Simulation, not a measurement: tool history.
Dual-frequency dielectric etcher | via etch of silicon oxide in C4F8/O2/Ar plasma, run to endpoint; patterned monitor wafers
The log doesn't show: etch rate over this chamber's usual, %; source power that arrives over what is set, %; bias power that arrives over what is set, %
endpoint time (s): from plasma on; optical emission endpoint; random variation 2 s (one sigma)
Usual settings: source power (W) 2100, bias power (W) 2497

run     day  source power (W)  bias power (W)  wafers since the last listed run  hours since the last wet clean  hours since the last source power generator calibration  hours since the last bias power generator calibration  hours since the last upper electrode change  incoming incoming film thickness, nm  endpoint time (s)
  1       0              2330            2263                                 0                           156.8                                                   1945.6                                                 3833.3                                       4131.1                                1633.3              294.2
  2   2.388              2330            2263                               278                           214.1                                                   2002.9                                                 3890.6                                       4188.4                                  1644              296.1
  3   4.146              2100            2497                               205                           256.3                                                   2045.1                                                 3932.8                                       4230.6                                1629.6              288.8
  4   5.662              2100            2497                               177                           292.7                                                   2081.5                                                 3969.2                                         4267                                1647.5              294.2
  5   7.896              2100            2497                               260                           346.3                                                   2135.1                                                 4022.8                                       4320.6                                1649.6                294
  6   9.992              2100            2497                               244                           396.6                                                   2185.4                                                 4073.1                                       4370.9                                1638.9              290.3
  7  12.358              2100            2497                               276                           453.4                                                   2242.2                                                 4129.9                                       4427.7                                1632.6              290.1
     14.217  -- wet clean of the chamber
  8  20.488              2100            2497                               832                           150.5                                                   2437.3                                                   4325                                       4622.8                                1642.9              299.7
  9  27.525              2100            2497                               822                           319.4                                                   2606.2                                                 4493.9                                       4791.7                                1632.5              293.6
 10  29.367              2450            2297                               215                           363.6                                                   2650.4                                                 4538.1                                       4835.9                                1647.3                286
 11  31.375              2450            2297                               234                           411.8                                                   2698.6                                                 4586.3                                       4884.1                                1648.4                287
     32.046  -- bias power generator calibrated
 12  33.983              1770            2033                               285                           474.4                                                   2761.2                                                   46.5                                       4946.7                                1640.7              318.7
     35.754  -- wet clean of the chamber
 13  35.775              1770            2033                                92                             0.5                                                   2804.2                                                   89.5                                       4989.7                                1625.5              325.1
 14   40.85              1960            3117                               592                           122.3                                                     2926                                                  211.3                                       5111.5                                1645.9              295.8
     41.817  -- source power generator calibrated
 15  42.925              2100            2497                               222                           172.1                                                     26.6                                                  261.1                                       5161.3                                1616.3              297.4
 16  44.812              2380            2497                               220                           217.4                                                     71.9                                                  306.4                                       5206.6                                1646.9              288.4
 17  45.846              2100            2497                               120                           242.2                                                     96.7                                                  331.2                                       5231.4                                1634.1              295.4
     47.688  -- upper electrode replaced
 18  47.954              2580            2837                               129                           292.8                                                    147.3                                                  381.8                                          6.4                                1652.9              275.7
 19  50.192              2620            2230                               261                           346.5                                                      201                                                  435.5                                         60.1                                1627.7              281.6
 20  53.112              2590            2050                               341                           416.6                                                    271.1                                                  505.6                                        130.2                                1650.8              287.7
 21  55.467              2590            2050                               275                           473.1                                                    327.6                                                  562.1                                        186.7                                1643.8              281.9
 22  56.925              2540            2252                               170                           508.1                                                    362.6                                                  597.1                                        221.7                                1629.3              276.4
     61.721  -- wet clean of the chamber
 23  64.971              2390            2497                               823                              78                                                    555.7                                                  790.2                                        414.8                                1626.5              285.5
 24  66.321              2100            2497                               157                           110.4                                                    588.1                                                  822.6                                        447.2                                1620.2              295.6
 25  69.158              2300            2828                               331                           178.5                                                    656.2                                                  890.7                                        515.3                                1635.1              281.5
 26    70.4              1580            2860                               145                           208.3                                                      686                                                  920.5                                        545.1                                1647.7              317.5

Forecast each of these 5 alternatives for the next run:
  A  70.421              2100            2497                                 2                           208.8                                                    686.5                                                    921                                        545.6                                1634.6                  ?
  B  70.421              1910            2877                                 2                           208.8                                                    686.5                                                    921                                        545.6                                1634.6                  ?
  C  70.421              1870            2992                                 2                           208.8                                                    686.5                                                    921                                        545.6                                1634.6                  ?
  D  70.421              1960            2698                                 2                           208.8                                                    686.5                                                    921                                        545.6                                1634.6                  ?
  E  70.421              1820            2269                                 2                           208.8                                                    686.5                                                    921                                        545.6                                1634.6                  ?

run  endpoint time (s)
  A              295.1
  B              295.3
  C              294.9
  D              296.7
  E                312
Without the tool's hidden state the same runs would have given:
run  endpoint time (s)
  A              301.4
  B              301.7
  C              301.2
  D              303.1
  E              318.7

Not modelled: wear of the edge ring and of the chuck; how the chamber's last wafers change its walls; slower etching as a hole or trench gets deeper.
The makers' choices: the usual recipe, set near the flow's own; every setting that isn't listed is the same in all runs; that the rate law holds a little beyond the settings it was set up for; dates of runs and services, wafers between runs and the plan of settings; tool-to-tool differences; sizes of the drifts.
